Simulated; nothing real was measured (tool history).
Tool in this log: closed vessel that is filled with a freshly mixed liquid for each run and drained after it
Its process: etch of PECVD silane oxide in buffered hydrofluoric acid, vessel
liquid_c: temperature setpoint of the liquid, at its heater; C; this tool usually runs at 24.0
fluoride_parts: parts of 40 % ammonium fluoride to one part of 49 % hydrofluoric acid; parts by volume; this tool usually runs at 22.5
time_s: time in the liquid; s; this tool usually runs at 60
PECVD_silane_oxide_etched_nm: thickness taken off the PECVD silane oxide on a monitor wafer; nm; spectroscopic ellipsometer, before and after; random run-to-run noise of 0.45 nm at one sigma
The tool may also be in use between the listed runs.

| run | hour | liquid_c | fluoride_parts | time_s | read-back film thickness of the PECVD silane oxide reference wafer, read on the same gauge (nm) | PECVD_silane_oxide_etched_nm |
|---|---|---|---|---|---|---|
| 1 | 0.0 | 24.0 | 22.5 | 60 | 60.00 | 106.00 |
| 2 | 14.0 | 24.0 | 22.5 | 60 | 59.99 | 106.55 |
| 3 | 23.4 | 24.0 | 22.5 | 60 | 60.01 | 105.02 |
| 4 | 34.2 | 24.0 | 22.5 | 60 | 60.01 | 105.00 |
| 5 | 45.7 | 24.0 | 22.5 | 60 | 59.98 | 105.64 |
| 6 | 54.7 | 24.0 | 22.5 | 60 | 60.04 | 104.93 |
| 7 | 69.1 | 24.0 | 22.5 | 60 | 59.95 | 105.08 |
| 8 | 78.4 | 24.0 | 22.5 | 60 | 60.01 | 105.79 |
| 9 | 89.9 | 24.0 | 22.5 | 60 | 59.98 | 105.25 |
| 10 | 107.0 | 24.0 | 22.5 | 60 | 60.06 | 105.26 |
| 11 | 121.5 | 24.0 | 22.5 | 60 | 60.04 | 104.69 |
| 12 | 133.9 | 24.0 | 22.5 | 60 | 60.04 | 104.03 |
| 13 | 140.8 | 24.0 | 22.5 | 60 | 60.03 | 104.69 |
| 14 | 152.0 | 24.0 | 22.5 | 45 | 59.97 | 78.14 |
| 15 | 183.3 | 20.5 | 29.0 | 35 | 60.01 | 41.92 |
|  | 190.5 | gauge calibrated |
| 16 | 200.2 | 24.0 | 22.5 | 80 | 60.05 | 139.07 |
| 17 | 206.7 | 24.0 | 15.0 | 60 | 60.00 | 150.17 |
| 18 | 217.1 | 20.5 | 28.0 | 80 | 60.00 | 98.27 |
| 19 | 228.0 | 21.5 | 18.0 | 50 | 60.01 | 90.29 |
|  | 240.3 | thermometer replaced |
| 20 | 240.8 | 24.0 | 22.5 | 60 | 60.02 | 96.80 |

Run 21, settings as shown, results not yet in. Your forecast:
| 21 | 251.5 | 21.5 | 19.0 | 50 | ? | ? |

For run 21 the tool returned read-back film thickness of the PECVD silane oxide reference wafer, read on the same gauge (nm) 59.99, PECVD_silane_oxide_etched_nm 80.66 nm.
Were there no unlogged condition in the tool, this run, its random variation unchanged, would have produced PECVD_silane_oxide_etched_nm 96.49 nm.

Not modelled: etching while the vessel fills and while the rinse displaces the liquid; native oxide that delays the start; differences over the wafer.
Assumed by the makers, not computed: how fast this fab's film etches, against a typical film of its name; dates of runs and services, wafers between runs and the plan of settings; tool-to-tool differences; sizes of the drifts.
